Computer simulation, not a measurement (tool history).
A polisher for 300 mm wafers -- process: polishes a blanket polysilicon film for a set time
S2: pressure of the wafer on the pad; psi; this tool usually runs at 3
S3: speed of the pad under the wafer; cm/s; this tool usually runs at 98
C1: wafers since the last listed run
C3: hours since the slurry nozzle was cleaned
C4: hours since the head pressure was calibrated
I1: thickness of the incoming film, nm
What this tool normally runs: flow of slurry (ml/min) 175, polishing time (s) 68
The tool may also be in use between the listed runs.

Run 1, day 0: usual settings; C1 0; wafers polished on this pad 1110; C3 235.2; C4 291.7; I1 1684.9. Result: film removed (angstrom) 6973.
Run 2, day 1.279: usual settings; C1 235; wafers polished on this pad 1346; C3 265.9; C4 322.4; I1 1688.5. Result: film removed (angstrom) 7007.
Run 3, day 3.45: usual settings but S2 3.6 psi; C1 400; wafers polished on this pad 1746; C3 318; C4 374.5; I1 1681.8. Result: film removed (angstrom) 8450.
Run 4, day 6.367: usual settings but S2 3.6 psi; C1 537; wafers polished on this pad 2284; C3 388; C4 444.5; I1 1712.4. Result: film removed (angstrom) 8559.
At day 7.079: worn pad replaced by a new one.
Run 5, day 8.117: usual settings; C1 292; wafers polished on this pad 191; C3 430; C4 486.5; I1 1662.2. Result: film removed (angstrom) 6932.
Run 6, day 9.346: usual settings but S3 88 cm/s; C1 226; wafers polished on this pad 418; C3 459.5; C4 516; I1 1683.5. Result: film removed (angstrom) 6749.
Run 7, day 10.454: usual settings but S3 88 cm/s; C1 204; wafers polished on this pad 622; C3 486.1; C4 542.6; I1 1674.9. Result: film removed (angstrom) 6653.
Run 8, day 11.746: usual settings but S3 88 cm/s; C1 238; wafers polished on this pad 860; C3 517.1; C4 573.6; I1 1685.5. Result: film removed (angstrom) 6629.
Run 9, day 14.088: usual settings; C1 431; wafers polished on this pad 1292; C3 573.3; C4 629.8; I1 1684.2. Result: film removed (angstrom) 7136.
Run 10, day 16.662: usual settings but polishing time (s) 61; C1 474; wafers polished on this pad 1767; C3 635.1; C4 691.6; I1 1685.6. Result: film removed (angstrom) 6585.
Run 11, day 18.5: usual settings; C1 338; wafers polished on this pad 2106; C3 679.2; C4 735.7; I1 1689.1. Result: film removed (angstrom) 7115.
At day 18.567: slurry nozzle cleaned.
At day 18.908: worn pad replaced by a new one.
Run 12, day 21.45: usual settings; C1 505; wafers polished on this pad 468; C3 69.2; C4 806.5; I1 1689.5. Result: film removed (angstrom) 7191.
Run 13, day 24.025: usual settings; C1 474; wafers polished on this pad 943; C3 131; C4 868.3; I1 1662.1. Result: film removed (angstrom) 7121.
Run 14, day 26.838: usual settings but flow of slurry (ml/min) 220, S2 3.6 psi; C1 518; wafers polished on this pad 1462; C3 198.5; C4 935.8; I1 1694.4. Result: film removed (angstrom) 9052.
Run 15, day 29.421: usual settings but flow of slurry (ml/min) 220, S2 3.6 psi; C1 476; wafers polished on this pad 1938; C3 260.5; C4 997.8; I1 1709.9. Result: film removed (angstrom) 8821.
At day 30.746: worn pad replaced by a new one.
Run 16, day 33.279: usual settings but polishing time (s) 87; C1 680; wafers polished on this pad 467; C3 353.1; C4 1090.4; I1 1699.6. Result: film removed (angstrom) 9336.
At day 35.829: head pressure recalibrated.
Run 17, day 35.879: usual settings but flow of slurry (ml/min) 210; C1 464; wafers polished on this pad 931; C3 415.5; C4 1.2; I1 1686.6. Result: film removed (angstrom) 6769.
Run 18, day 38.55: usual settings but flow of slurry (ml/min) 215, S2 3.3 psi, S3 76 cm/s; C1 492; wafers polished on this pad 1424; C3 479.6; C4 65.3; I1 1725.2. Result: film removed (angstrom) 6365.
Run 19, day 39.95: usual settings; C1 258; wafers polished on this pad 1682; C3 513.2; C4 98.9; I1 1707.4. Result: film removed (angstrom) 6751.
Run 20, day 41.225: usual settings but S2 4 psi; C1 235; wafers polished on this pad 1917; C3 543.8; C4 129.5; I1 1674.8. Result: film removed (angstrom) 9217.
At day 42.888: worn pad replaced by a new one.
Run 21, day 43.867: usual settings but S2 2.3 psi, S3 68 cm/s, polishing time (s) 78; C1 456; wafers polished on this pad 180; C3 607.2; C4 192.9; I1 1681.9. Result: film removed (angstrom) 4828.
Run 22, day 45.908: usual settings; C1 376; wafers polished on this pad 556; C3 656.2; C4 241.9; I1 1692.6. Result: film removed (angstrom) 6866.
At day 45.962: slurry nozzle cleaned.
Run 23, day 47.262: usual settings but S3 66 cm/s; C1 242; wafers polished on this pad 799; C3 31.2; C4 274.4; I1 1674.1. Result: film removed (angstrom) 5423.
Run 24, day 48.946: usual settings but flow of slurry (ml/min) 130, polishing time (s) 62; C1 310; wafers polished on this pad 1109; C3 71.6; C4 314.8; I1 1681.2. Result: film removed (angstrom) 5972.
Run 25, day 50.842: usual settings but S2 2.4 psi; C1 349; wafers polished on this pad 1459; C3 117.1; C4 360.3; I1 1671.2. Result: film removed (angstrom) 5584.
Run 26, day 52.596: usual settings but flow of slurry (ml/min) 195; C1 323; wafers polished on this pad 1782; C3 159.2; C4 402.4; I1 1694.2. Result: film removed (angstrom) 6962.
At day 54.762: worn pad replaced by a new one.
Run 27, day 54.783: usual settings; C1 372; wafers polished on this pad 3; C3 211.7; C4 454.9; I1 1687.9. Result: film removed (angstrom) 6768.
Run 28, day 57.067: usual settings but S2 2.6 psi, S3 118 cm/s, polishing time (s) 60; C1 421; wafers polished on this pad 424; C3 266.5; C4 509.7; I1 1660.6. Result: film removed (angstrom) 6032.
Run 29, day 58.179: usual settings; C1 205; wafers polished on this pad 629; C3 293.2; C4 536.4; I1 1688.4. Result: film removed (angstrom) 6783.
Run 30, day 60.188: usual settings; C1 370; wafers polished on this pad 1000; C3 341.4; C4 584.6; I1 1683.1. Result: film removed (angstrom) 7068.

Across each entry between runs, compare the hidden state at the last listed run before it with the hidden state at the first listed run after it:
Logged between run 4 and run 5: worn pad replaced by a new one (day 7.079)
  deviation of the head's pressure from its setpoint, %: 4.61 -> 4.95
  measured less the result without the state, film removed (angstrom): +377 -> +327
Logged between run 11 and run 12: slurry nozzle cleaned (day 18.567); worn pad replaced by a new one (day 18.908)
  deviation of the head's pressure from its setpoint, %: 6.96 -> 7.54
  measured less the result without the state, film removed (angstrom): +464 -> +504
Logged between run 15 and run 16: worn pad replaced by a new one (day 30.746)
  deviation of the head's pressure from its setpoint, %: 9.08 -> 9.83
  measured less the result without the state, film removed (angstrom): +734 -> +836
Logged between run 16 and run 17: head pressure recalibrated (day 35.829)
  deviation of the head's pressure from its setpoint, %: 9.83 -> -1.57
  measured less the result without the state, film removed (angstrom): +836 -> -108
Logged between run 20 and run 21: worn pad replaced by a new one (day 42.888)
  deviation of the head's pressure from its setpoint, %: -0.532 -> -0.0199
  measured less the result without the state, film removed (angstrom): -49 -> -1
Logged between run 22 and run 23: slurry nozzle cleaned (day 45.962)
  deviation of the head's pressure from its setpoint, %: 0.376 -> 0.638
  measured less the result without the state, film removed (angstrom): +26 -> +35
Logged between run 26 and run 27: worn pad replaced by a new one (day 54.762)
  deviation of the head's pressure from its setpoint, %: 1.67 -> 2.1
  measured less the result without the state, film removed (angstrom): +114 -> +139

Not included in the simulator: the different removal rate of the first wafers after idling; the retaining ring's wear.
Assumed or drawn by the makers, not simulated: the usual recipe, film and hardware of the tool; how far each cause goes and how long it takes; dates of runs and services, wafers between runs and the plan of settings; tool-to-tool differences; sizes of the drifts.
